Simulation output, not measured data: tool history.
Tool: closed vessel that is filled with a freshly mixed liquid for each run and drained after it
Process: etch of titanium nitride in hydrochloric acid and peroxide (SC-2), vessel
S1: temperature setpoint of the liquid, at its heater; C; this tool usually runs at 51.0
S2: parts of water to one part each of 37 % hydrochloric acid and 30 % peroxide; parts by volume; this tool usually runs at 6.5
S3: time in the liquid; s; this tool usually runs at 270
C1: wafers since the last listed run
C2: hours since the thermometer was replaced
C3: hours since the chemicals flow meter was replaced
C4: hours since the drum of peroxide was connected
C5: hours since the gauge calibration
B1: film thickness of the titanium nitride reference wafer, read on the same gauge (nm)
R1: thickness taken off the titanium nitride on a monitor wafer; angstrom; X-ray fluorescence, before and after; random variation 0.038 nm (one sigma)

{"run": 1, "hour": 0.0, "S1": 53.5, "S2": 8.5, "S3": 270, "C1": 0, "C2": 1280.1, "C3": 1679.6, "C4": 825.5, "C5": 341.8, "B1": 30.0, "R1": 66.2}
{"run": 2, "hour": 24.6, "S1": 53.5, "S2": 8.5, "S3": 270, "C1": 1356, "C2": 1304.7, "C3": 1704.2, "C4": 850.1, "C5": 366.4, "B1": 30.0, "R1": 66.6}
{"run": 3, "hour": 54.2, "S1": 53.5, "S2": 8.5, "S3": 270, "C1": 1632, "C2": 1334.3, "C3": 1733.8, "C4": 879.7, "C5": 396.0, "B1": 29.98, "R1": 66.4}
{"run": 4, "hour": 72.0, "S1": 51.0, "S2": 6.5, "S3": 270, "C1": 981, "C2": 1352.1, "C3": 1751.6, "C4": 897.5, "C5": 413.8, "B1": 30.0, "R1": 70.2}
{"run": 5, "hour": 94.5, "S1": 51.0, "S2": 6.5, "S3": 270, "C1": 1240, "C2": 1374.6, "C3": 1774.1, "C4": 920.0, "C5": 436.3, "B1": 29.99, "R1": 69.8}
{"run": 6, "hour": 107.8, "S1": 51.0, "S2": 6.5, "S3": 270, "C1": 733, "C2": 1387.9, "C3": 1787.4, "C4": 933.3, "C5": 449.6, "B1": 29.99, "R1": 69.5}
{"hour": 132.7, "done": "thermometer replaced"}
{"run": 7, "hour": 135.9, "S1": 51.0, "S2": 6.5, "S3": 270, "C1": 1494, "C2": 3.2, "C3": 1815.5, "C4": 961.4, "C5": 477.7, "B1": 30.01, "R1": 75.2}
{"run": 8, "hour": 151.3, "S1": 51.0, "S2": 6.5, "S3": 270, "C1": 849, "C2": 18.6, "C3": 1830.9, "C4": 976.8, "C5": 493.1, "B1": 30.01, "R1": 75.5}
{"run": 9, "hour": 178.6, "S1": 51.0, "S2": 6.5, "S3": 270, "C1": 1505, "C2": 45.9, "C3": 1858.2, "C4": 1004.1, "C5": 520.4, "B1": 30.01, "R1": 75.1}
{"run": 10, "hour": 192.2, "S1": 59.5, "S2": 7.5, "S3": 135, "C1": 749, "C2": 59.5, "C3": 1871.8, "C4": 1017.7, "C5": 534.0, "B1": 30.01, "R1": 58.3}
{"run": 11, "hour": 270.4, "S1": 51.0, "S2": 6.5, "S3": 270, "C1": 4312, "C2": 137.7, "C3": 1950.0, "C4": 1095.9, "C5": 612.2, "B1": 29.97, "R1": 76.0}
{"hour": 287.1, "done": "gauge calibrated"}
{"run": 12, "hour": 331.6, "S1": 47.0, "S2": 5.0, "S3": 160, "C1": 3374, "C2": 198.9, "C3": 2011.2, "C4": 1157.1, "C5": 44.5, "B1": 29.99, "R1": 41.4}
{"hour": 334.6, "done": "chemicals flow meter replaced"}
{"run": 13, "hour": 365.9, "S1": 43.0, "S2": 8.0, "S3": 205, "C1": 1836, "C2": 233.2, "C3": 31.3, "C4": 1191.4, "C5": 78.8, "B1": 30.0, "R1": 26.6}
{"run": 14, "hour": 394.1, "S1": 51.0, "S2": 4.0, "S3": 325, "C1": 1554, "C2": 261.4, "C3": 59.5, "C4": 1219.6, "C5": 107.0, "B1": 29.98, "R1": 120.9}
{"run": 15, "hour": 410.9, "S1": 45.0, "S2": 4.0, "S3": 340, "C1": 926, "C2": 278.2, "C3": 76.3, "C4": 1236.4, "C5": 123.8, "B1": 29.99, "R1": 85.4}
{"run": 16, "hour": 445.2, "S1": 57.5, "S2": 5.0, "S3": 210, "C1": 1891, "C2": 312.5, "C3": 110.6, "C4": 1270.7, "C5": 158.1, "B1": 29.99, "R1": 103.3}
{"run": 17, "hour": 462.5, "S1": 41.5, "S2": 5.0, "S3": 385, "C1": 953, "C2": 329.8, "C3": 127.9, "C4": 1288.0, "C5": 175.4, "B1": 30.03, "R1": 64.3}
{"run": 18, "hour": 488.9, "S1": 46.0, "S2": 9.0, "S3": 140, "C1": 1455, "C2": 356.2, "C3": 154.3, "C4": 1314.4, "C5": 201.8, "B1": 30.02, "R1": 20.4}
{"run": 19, "hour": 518.9, "S1": 51.0, "S2": 6.5, "S3": 270, "C1": 1654, "C2": 386.2, "C3": 184.3, "C4": 1344.4, "C5": 231.8, "B1": 30.03, "R1": 70.8}

What does the tool deliver on the next run?
{"hour": 531.5, "done": "new drum of peroxide connected"}
{"run": 20, "hour": 548.5, "S1": 41.0, "S2": 7.5, "S3": 400, "C1": 1577, "C2": 415.8, "C3": 213.9, "C4": 17.0, "C5": 261.4, "B1": "?", "R1": "?"}

B1: 29.99
R1: 47.9 angstrom
Were there no unlogged condition in the tool, this run, its random variation unchanged, would have produced R1 48.4 angstrom.

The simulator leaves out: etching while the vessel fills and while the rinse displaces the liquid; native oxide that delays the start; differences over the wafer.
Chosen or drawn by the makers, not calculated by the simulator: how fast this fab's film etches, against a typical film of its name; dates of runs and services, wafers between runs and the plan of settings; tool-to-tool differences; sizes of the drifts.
